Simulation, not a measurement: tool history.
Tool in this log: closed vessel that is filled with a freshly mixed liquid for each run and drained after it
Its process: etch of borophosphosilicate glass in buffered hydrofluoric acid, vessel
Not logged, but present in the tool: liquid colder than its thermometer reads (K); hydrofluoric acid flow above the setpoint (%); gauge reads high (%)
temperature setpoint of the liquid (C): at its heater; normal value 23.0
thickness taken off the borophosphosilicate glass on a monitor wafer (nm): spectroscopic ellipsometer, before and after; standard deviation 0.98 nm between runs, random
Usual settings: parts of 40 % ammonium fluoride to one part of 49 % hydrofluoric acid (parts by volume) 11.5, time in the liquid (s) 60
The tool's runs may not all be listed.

run   hour  temperature setpoint of the liquid (C)  parts of 40 % ammonium fluoride to one part of 49 % hydrofluoric acid (parts by volume)  time in the liquid (s)  wafers since the last listed run  hours since the thermometer was replaced  hours since the hydrofluoric acid flow meter was replaced  hours since the gauge calibration  read-back film thickness of the borophosphosilicate glass reference wafer, read on the same gauge (nm)  thickness taken off the borophosphosilicate glass on a monitor wafer (nm)
  1    0.0                                    23.0                                                                                     11.5                      60                                 0                                     619.9                                                      985.6                              193.9                                                                                                   70.02                                                                     143.68
  2   19.5                                    26.5                                                                                     11.5                      40                              1668                                     639.4                                                     1005.1                              213.4                                                                                                   69.97                                                                     114.88
  3   36.4                                    23.0                                                                                     11.5                      60                              1445                                     656.3                                                     1022.0                              230.3                                                                                                   69.99                                                                     140.21
  4   49.8                                    23.0                                                                                     11.5                      60                              1146                                     669.7                                                     1035.4                              243.7                                                                                                   70.00                                                                     140.63
  5   62.6                                    23.0                                                                                     11.5                      60                              1094                                     682.5                                                     1048.2                              256.5                                                                                                   70.07                                                                     140.49
  6   81.1                                    23.0                                                                                      9.5                      60                              1582                                     701.0                                                     1066.7                              275.0                                                                                                   69.99                                                                     168.94
  7  107.0                                    23.0                                                                                     11.5                      60                              2215                                     726.9                                                     1092.6                              300.9                                                                                                   69.99                                                                     139.55
  8  128.7                                    23.0                                                                                     11.5                      60                              1856                                     748.6                                                     1114.3                              322.6                                                                                                   70.02                                                                     138.86
     152.7  -- gauge calibrated
  9  160.5                                    23.0                                                                                     11.5                      60                              2720                                     780.4                                                     1146.1                                7.8                                                                                                   70.02                                                                     138.24
 10  189.3                                    23.0                                                                                     11.5                      40                              2463                                     809.2                                                     1174.9                               36.6                                                                                                   70.00                                                                      92.22
 11  222.7                                    21.5                                                                                     11.5                      45                              2857                                     842.6                                                     1208.3                               70.0                                                                                                   69.99                                                                      95.09
 12  237.2                                    23.0                                                                                     14.0                      60                              1240                                     857.1                                                     1222.8                               84.5                                                                                                   70.04                                                                     113.95
     238.2  -- hydrofluoric acid flow meter replaced
     245.0  -- thermometer replaced
 13  260.2                                    23.0                                                                                      9.0                      90                              1796                                      15.2                                                       22.0                              107.5                                                                                                   69.99                                                                     282.62
 14  316.4                                    23.0                                                                                     11.5                      60                              4807                                      71.4                                                       78.2                              163.7                                                                                                   70.02                                                                     154.98
 15  336.5                                    28.0                                                                                     11.5                      60                              1719                                      91.5                                                       98.3                              183.8                                                                                                   70.02                                                                     200.64
 16  353.7                                    26.5                                                                                     11.5                      35                              1471                                     108.7                                                      115.5                              201.0                                                                                                   69.99                                                                     107.92
 17  368.9                                    23.0                                                                                     11.5                      60                              1300                                     123.9                                                      130.7                              216.2                                                                                                   70.06                                                                     152.76
 18  394.7                                    23.0                                                                                     14.0                      30                              2206                                     149.7                                                      156.5                              242.0                                                                                                   70.05                                                                      62.24
 19  423.8                                    25.5                                                                                     10.0                      35                              2489                                     178.8                                                      185.6                              271.1                                                                                                   70.03                                                                     115.45
 20  443.0                                    23.0                                                                                     11.5                      60                              1642                                     198.0                                                      204.8                              290.3                                                                                                   70.01                                                                     150.35
 21  467.6                                    23.0                                                                                     11.5                      90                              2104                                     222.6                                                      229.4                              314.9                                                                                                   70.03                                                                     225.43

What if the next run were any one of these 3? Each begins from the tool's condition after run 21:
  A  468.3                                    23.0                                                                                     11.5                      60                                59                                     223.3                                                      230.1                              315.6                                                                                                       ?                                                                          ?
  B  468.3                                    19.0                                                                                     11.5                      60                                59                                     223.3                                                      230.1                              315.6                                                                                                       ?                                                                          ?
  C  468.3                                    19.0                                                                                     14.0                      45                                59                                     223.3                                                      230.1                              315.6                                                                                                       ?                                                                          ?

run  read-back film thickness of the borophosphosilicate glass reference wafer, read on the same gauge (nm)  thickness taken off the borophosphosilicate glass on a monitor wafer (nm)
  A                                                                                                   70.02                                                                     151.00
  B                                                                                                   70.02                                                                     121.07
  C                                                                                                   70.02                                                                      74.79
The same runs, with their run-to-run variation unchanged, on a tool lacking any hidden condition would have given:
run  thickness taken off the borophosphosilicate glass on a monitor wafer (nm)
  A                                                                     157.38
  B                                                                     126.32
  C                                                                      78.03
